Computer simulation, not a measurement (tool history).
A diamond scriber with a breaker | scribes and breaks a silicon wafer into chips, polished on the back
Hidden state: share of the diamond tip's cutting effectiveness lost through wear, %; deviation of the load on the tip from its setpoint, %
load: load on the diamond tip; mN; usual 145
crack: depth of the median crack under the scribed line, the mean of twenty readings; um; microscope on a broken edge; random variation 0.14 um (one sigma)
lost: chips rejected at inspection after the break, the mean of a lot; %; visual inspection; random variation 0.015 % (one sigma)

run,day,load,wafers since the last listed run,hours since the diamond tip was replaced,hours since the load on the tip was calibrated,"incoming depth of the damage left on the back of the incoming wafer, um",crack,lost
1,0,145,0,545.9,905.3,0.05,8.79,0.46
2,2.438,120,322,604.4,963.8,0.02,7.24,7.18
3,5.196,120,365,670.6,1030,0.04,7.12,7.2
4,7.542,120,310,726.9,1086.3,0.03,7.07,7.62
5,10.379,157,375,795,1154.4,0.04,9.21,0.9
6,13.35,157,393,866.3,1225.7,0.05,9.06,0.84
# day 14.483: diamond tip replaced by a new one
7,15.346,145,253,20.7,1273.6,0.02,8.45,0.62
8,17.938,133,343,82.9,1335.8,0.04,7.94,2.81
9,20.533,180,343,145.2,1398.1,0.01,10.35,4.72
10,21.646,180,147,171.9,1424.8,0.01,10.22,4.76
11,23.983,145,309,228,1480.9,0.01,8.4,0.78
12,25.517,145,202,264.8,1517.7,0.03,8.38,0.82
13,27.758,145,296,318.6,1571.5,0.02,8.62,0.85
14,28.762,145,132,342.7,1595.6,0.05,8.3,0.91
15,31.038,145,301,397.3,1650.2,0.03,8.48,0.97
16,33.242,145,291,450.2,1703.1,0.05,8.55,1.06
17,34.404,145,153,478.1,1731,0.03,8.19,1.08
18,37.271,145,379,546.9,1799.8,0.03,8.09,1.28
19,39.521,145,297,600.9,1853.8,0.03,8.21,1.35
20,42.238,175,359,666.1,1919,0.03,9.75,1.93
# day 43.083: diamond tip replaced by a new one
21,46.954,145,613,92.9,2032.2,0.02,8.18,1.86
22,49.633,174,354,157.2,2096.5,0.01,9.18,1.32
# day 50.317: load on the tip recalibrated
23,50.696,116,129,182.7,9.1,0.02,7.01,9.29
24,52.183,123,196,218.4,44.8,0.04,7.17,5.31
25,54.267,127,275,268.4,94.8,0.03,7.66,3.61
26,55.679,119,187,302.3,128.7,0.01,6.98,8.1
27,57.75,180,274,352,178.4,0.02,10.63,6.07
28,60.338,186,342,414.1,240.5,0.03,10.9,8.44
29,62,171,220,454,280.4,0.03,10.28,3.91
30,63.562,182,206,491.5,317.9,0.02,10.93,6.64
31,64.921,112,179,524.1,350.5,0.01,6.94,12.25
32,66.671,173,231,566.1,392.5,0.03,10.42,4.18
33,68.325,176,218,605.8,432.2,0.03,10.44,5.47
34,69.779,134,192,640.7,467.1,0.01,8.14,1.81
35,71.192,145,187,674.6,501,0.03,8.57,0.48
# day 71.867: diamond tip replaced by a new one
36,72.925,183,218,25.4,542.6,0.02,11.04,6.94
37,74.008,181,143,51.4,568.6,0.04,10.61,5.91
38,75.821,145,239,94.9,612.1,0.02,8.52,0.48
39,78.162,128,310,151.1,668.3,0.03,7.79,3.84
40,81.079,145,386,221.1,738.3,0.03,8.58,0.52
41,83.183,104,278,271.6,788.8,0.02,6.02,20.74
42,84.367,145,156,300,817.2,0.01,8.66,0.54

Measured less the same run without the tool's hidden state. The same run-to-run variation is in both; the gauge's scatter may not be:
run,crack,lost
1,-0.1,+0.02
2,-0.1,+0.86
3,-0.12,+1.03
4,-0.14,+1.24
5,-0.21,-0.49
6,-0.25,-0.55
7,-0.26,+0.15
8,-0.27,+1.14
9,-0.39,-2.14
10,-0.41,-2.29
11,-0.37,+0.32
12,-0.38,+0.36
13,-0.43,+0.41
14,-0.44,+0.46
15,-0.48,+0.52
16,-0.52,+0.61
17,-0.52,+0.64
18,-0.57,+0.81
19,-0.62,+0.9
20,-0.79,-3.44
21,-0.76,+1.4
22,-0.92,-3.87
23,-0.06,+0.58
24,-0.06,+0.45
25,-0.06,+0.37
26,-0.06,+0.6
27,-0.1,-0.53
28,-0.1,-0.69
29,-0.1,-0.5
30,-0.11,-0.66
31,-0.08,+0.88
32,-0.12,-0.59
33,-0.13,-0.75
34,-0.11,+0.37
35,-0.12,+0.03
36,-0.16,-0.98
37,-0.17,-0.91
38,-0.14,+0.05
39,-0.14,+0.81
40,-0.18,+0.07
41,-0.13,+2.15
42,-0.2,+0.09
